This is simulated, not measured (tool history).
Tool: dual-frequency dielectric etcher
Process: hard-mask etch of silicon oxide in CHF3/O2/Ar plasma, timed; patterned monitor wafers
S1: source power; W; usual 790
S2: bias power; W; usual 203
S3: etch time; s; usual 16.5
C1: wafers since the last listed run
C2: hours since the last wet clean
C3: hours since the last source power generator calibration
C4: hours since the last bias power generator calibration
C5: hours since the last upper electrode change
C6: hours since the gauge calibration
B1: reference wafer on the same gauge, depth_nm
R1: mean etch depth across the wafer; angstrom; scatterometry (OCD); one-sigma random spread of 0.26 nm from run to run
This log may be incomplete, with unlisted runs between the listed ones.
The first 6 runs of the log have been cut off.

| run | day | S1 | S2 | S3 | C1 | C2 | C3 | C4 | C5 | C6 | B1 | R1 |
|---|---|---|---|---|---|---|---|---|---|---|---|---|
|  | 4.467 | bias power generator calibrated |
|  | 4.904 | upper electrode replaced |
| 7 | 4.925 | 790 | 203 | 16.5 | 202 | 272.7 | 3271.9 | 11 | 0.5 | 383.8 | 38.16 | 414.8 |
| 8 | 6.262 | 790 | 203 | 16.5 | 626 | 304.8 | 3304 | 43.1 | 32.6 | 415.9 | 38.22 | 410.5 |
| 9 | 6.842 | 790 | 203 | 16.5 | 271 | 318.7 | 3317.9 | 57 | 46.5 | 429.8 | 38.2 | 420.2 |
| 10 | 7.396 | 750 | 203 | 14.5 | 259 | 332 | 3331.2 | 70.3 | 59.8 | 443.1 | 38.17 | 362.7 |
| 11 | 7.762 | 940 | 224 | 16.5 | 171 | 340.8 | 3340 | 79.1 | 68.6 | 451.9 | 38.18 | 467.1 |
|  | 8.067 | gauge calibrated |
| 12 | 8.358 | 790 | 218 | 21 | 279 | 355.1 | 3354.3 | 93.4 | 82.9 | 7 | 38.19 | 550.3 |
| 13 | 8.921 | 950 | 203 | 21 | 263 | 368.6 | 3367.8 | 106.9 | 96.4 | 20.5 | 38.15 | 559.9 |
| 14 | 9.517 | 790 | 203 | 16.5 | 279 | 382.9 | 3382.1 | 121.2 | 110.7 | 34.8 | 38.19 | 417.1 |
| 15 | 10.079 | 640 | 239 | 20.5 | 263 | 396.4 | 3395.6 | 134.7 | 124.2 | 48.3 | 38.22 | 528.1 |
| 16 | 10.804 | 790 | 241 | 12.5 | 339 | 413.8 | 3413 | 152.1 | 141.6 | 65.7 | 38.24 | 343.3 |
| 17 | 11.204 | 680 | 226 | 16.5 | 187 | 423.4 | 3422.6 | 161.7 | 151.2 | 75.3 | 38.24 | 421.1 |
| 18 | 11.796 | 600 | 224 | 16.5 | 277 | 437.6 | 3436.8 | 175.9 | 165.4 | 89.5 | 38.25 | 405.3 |
|  | 13.862 | wet clean of the chamber |
| 19 | 13.883 | 900 | 168 | 20 | 509 | 0.5 | 3486.9 | 226 | 215.5 | 139.6 | 38.23 | 473 |
| 20 | 13.9 | 790 | 162 | 18 | 7 | 0.9 | 3487.3 | 226.4 | 215.9 | 140 | 38.17 | 399 |
|  | 14.658 | source power generator calibrated |
| 21 | 15.354 | 990 | 159 | 12 | 603 | 35.8 | 16.7 | 261.3 | 250.8 | 174.9 | 38.21 | 287.2 |
| 22 | 15.638 | 790 | 203 | 16.5 | 132 | 42.6 | 23.5 | 268.1 | 257.6 | 181.7 | 38.2 | 414.9 |
| 23 | 16.283 | 940 | 172 | 14.5 | 302 | 58.1 | 39 | 283.6 | 273.1 | 197.2 | 38.15 | 352.7 |
| 24 | 17.004 | 890 | 161 | 13.5 | 337 | 75.4 | 56.3 | 300.9 | 290.4 | 214.5 | 38.15 | 308.8 |
| 25 | 17.679 | 790 | 203 | 16.5 | 316 | 91.6 | 72.5 | 317.1 | 306.6 | 230.7 | 38.18 | 420.9 |
| 26 | 18.104 | 840 | 203 | 16.5 | 199 | 101.8 | 82.7 | 327.3 | 316.8 | 240.9 | 38.22 | 418.8 |
| 27 | 18.683 | 880 | 220 | 20.5 | 271 | 115.7 | 96.6 | 341.2 | 330.7 | 254.8 | 38.21 | 561.4 |
| 28 | 19.271 | 790 | 230 | 16.5 | 275 | 129.8 | 110.7 | 355.3 | 344.8 | 268.9 | 38.26 | 443.1 |
| 29 | 19.758 | 790 | 203 | 19 | 228 | 141.5 | 122.4 | 367 | 356.5 | 280.6 | 38.15 | 473.6 |
| 30 | 20.404 | 620 | 220 | 16.5 | 302 | 157 | 137.9 | 382.5 | 372 | 296.1 | 38.21 | 403.2 |
| 31 | 21.067 | 900 | 168 | 20 | 310 | 172.9 | 153.8 | 398.4 | 387.9 | 312 | 38.22 | 472.3 |

What if the next run were any one of these 3? Each begins from the tool's condition after run 31:
| A | 21.083 | 790 | 203 | 16.5 | 7 | 173.3 | 154.2 | 398.8 | 388.3 | 312.4 | ? | ? |
| B | 21.083 | 860 | 227 | 12 | 7 | 173.3 | 154.2 | 398.8 | 388.3 | 312.4 | ? | ? |
| C | 21.083 | 980 | 246 | 12 | 7 | 173.3 | 154.2 | 398.8 | 388.3 | 312.4 | ? | ? |

| run | B1 | R1 |
|---|---|---|
| A | 38.21 | 417.7 |
| B | 38.21 | 331.4 |
| C | 38.21 | 360.6 |
With no hidden state in the tool, these same runs would have given:
| run | R1 |
|---|---|
| A | 417.7 |
| B | 331.4 |
| C | 360.6 |
